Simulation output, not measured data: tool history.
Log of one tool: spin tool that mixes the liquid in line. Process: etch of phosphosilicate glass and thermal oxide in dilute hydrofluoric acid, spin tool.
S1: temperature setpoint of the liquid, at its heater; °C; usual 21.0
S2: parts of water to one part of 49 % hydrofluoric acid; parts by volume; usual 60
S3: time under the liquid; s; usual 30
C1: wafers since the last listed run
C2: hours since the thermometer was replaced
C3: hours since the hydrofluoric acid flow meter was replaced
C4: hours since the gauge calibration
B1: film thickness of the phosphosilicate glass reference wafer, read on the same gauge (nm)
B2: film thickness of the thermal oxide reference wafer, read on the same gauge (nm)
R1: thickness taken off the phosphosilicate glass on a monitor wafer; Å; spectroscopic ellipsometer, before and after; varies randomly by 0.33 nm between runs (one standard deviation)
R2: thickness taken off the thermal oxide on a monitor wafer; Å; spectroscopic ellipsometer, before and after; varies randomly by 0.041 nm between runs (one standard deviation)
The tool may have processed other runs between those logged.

run 1 hour=0.0 | S1=21.0 S2=60 S3=30 | C1=0 C2=608.2 C3=400.1 C4=205.3 | B1=119.63 B2=109.666 | R1=665.6 R2=22.81
run 2 hour=38.5 | S1=25.5 S2=60 S3=35 | C1=314 C2=646.7 C3=438.6 C4=243.8 | B1=119.61 B2=109.654 | R1=940.0 R2=31.30
run 3 hour=104.9 | S1=17.5 S2=50 S3=35 | C1=542 C2=713.1 C3=505.0 C4=310.2 | B1=119.66 B2=109.658 | R1=814.7 R2=27.36
run 4 hour=152.7 | S1=18.0 S2=60 S3=20 | C1=390 C2=760.9 C3=552.8 C4=358.0 | B1=119.68 B2=109.723 | R1=389.9 R2=13.24
run 5 hour=218.9 | S1=21.0 S2=75 S3=20 | C1=540 C2=827.1 C3=619.0 C4=424.2 | B1=119.78 B2=109.799 | R1=352.0 R2=11.43
run 6 hour=286.2 | S1=21.0 S2=35 S3=15 | C1=549 C2=894.4 C3=686.3 C4=491.5 | B1=119.82 B2=109.822 | R1=592.1 R2=19.85
run 7 hour=414.9 | S1=25.5 S2=60 S3=30 | C1=1050 C2=1023.1 C3=815.0 C4=620.2 | B1=119.99 B2=109.986 | R1=807.8 R2=27.27
run 8 hour=472.0 | S1=21.0 S2=50 S3=20 | C1=466 C2=1080.2 C3=872.1 C4=677.3 | B1=120.07 B2=110.073 | R1=546.3 R2=18.15
run 9 hour=541.7 | S1=17.0 S2=60 S3=45 | C1=568 C2=1149.9 C3=941.8 C4=747.0 | B1=120.16 B2=110.163 | R1=849.5 R2=30.02
-- hour=573.8 thermometer replaced
run 10 hour=609.8 | S1=23.0 S2=60 S3=35 | C1=547 C2=36.0 C3=1009.9 C4=815.1 | B1=120.33 B2=110.261 | R1=852.2 R2=29.11
-- hour=748.0 hydrofluoric acid flow meter replaced
run 11 hour=815.9 | S1=21.0 S2=70 S3=40 | C1=1674 C2=242.1 C3=67.9 C4=1021.2 | B1=120.72 B2=110.667 | R1=763.0 R2=25.85
run 12 hour=848.7 | S1=21.0 S2=60 S3=30 | C1=267 C2=274.9 C3=100.7 C4=1054.0 | B1=120.81 B2=110.697 | R1=675.2 R2=23.42
run 13 hour=897.1 | S1=21.0 S2=60 S3=30 | C1=395 C2=323.3 C3=149.1 C4=1102.4 | B1=120.92 B2=110.835 | R1=680.4 R2=23.03
run 14 hour=968.1 | S1=17.0 S2=85 S3=15 | C1=579 C2=394.3 C3=220.1 C4=1173.4 | B1=121.09 B2=111.028 | R1=196.4 R2=6.63
run 15 hour=997.0 | S1=24.0 S2=90 S3=40 | C1=235 C2=423.2 C3=249.0 C4=1202.3 | B1=121.18 B2=111.078 | R1=652.4 R2=22.74
run 16 hour=1092.6 | S1=21.0 S2=35 S3=30 | C1=780 C2=518.8 C3=344.6 C4=1297.9 | B1=121.45 B2=111.358 | R1=1196.7 R2=39.92
run 17 hour=1129.6 | S1=21.0 S2=90 S3=30 | C1=302 C2=555.8 C3=381.6 C4=1334.9 | B1=121.53 B2=111.409 | R1=436.2 R2=14.47
run 18 hour=1178.3 | S1=21.0 S2=60 S3=30 | C1=397 C2=604.5 C3=430.3 C4=1383.6 | B1=121.71 B2=111.553 | R1=674.1 R2=23.43
run 19 hour=1239.3 | S1=21.0 S2=60 S3=30 | C1=497 C2=665.5 C3=491.3 C4=1444.6 | B1=121.90 B2=111.721 | R1=682.5 R2=22.98
run 20 hour=1287.4 | S1=24.5 S2=50 S3=35 | C1=392 C2=713.6 C3=539.4 C4=1492.7 | B1=122.07 B2=111.902 | R1=1124.3 R2=38.89
run 21 hour=1326.2 | S1=17.5 S2=80 S3=25 | C1=316 C2=752.4 C3=578.2 C4=1531.5 | B1=122.18 B2=112.002 | R1=360.1 R2=11.91

Run 22 comes next. What will it give?
run 22 hour=1359.4 | S1=25.5 S2=50 S3=25 | C1=271 C2=785.6 C3=611.4 C4=1564.7 | B1=? B2=? | R1=? R2=?

Run 22 measured B1 122.29, B2 112.139, R1 840.5 Å, R2 27.71 Å.
On a tool with no hidden condition, and with the same random variation, this run would have come out at R1 824.6 Å, R2 27.19 Å.

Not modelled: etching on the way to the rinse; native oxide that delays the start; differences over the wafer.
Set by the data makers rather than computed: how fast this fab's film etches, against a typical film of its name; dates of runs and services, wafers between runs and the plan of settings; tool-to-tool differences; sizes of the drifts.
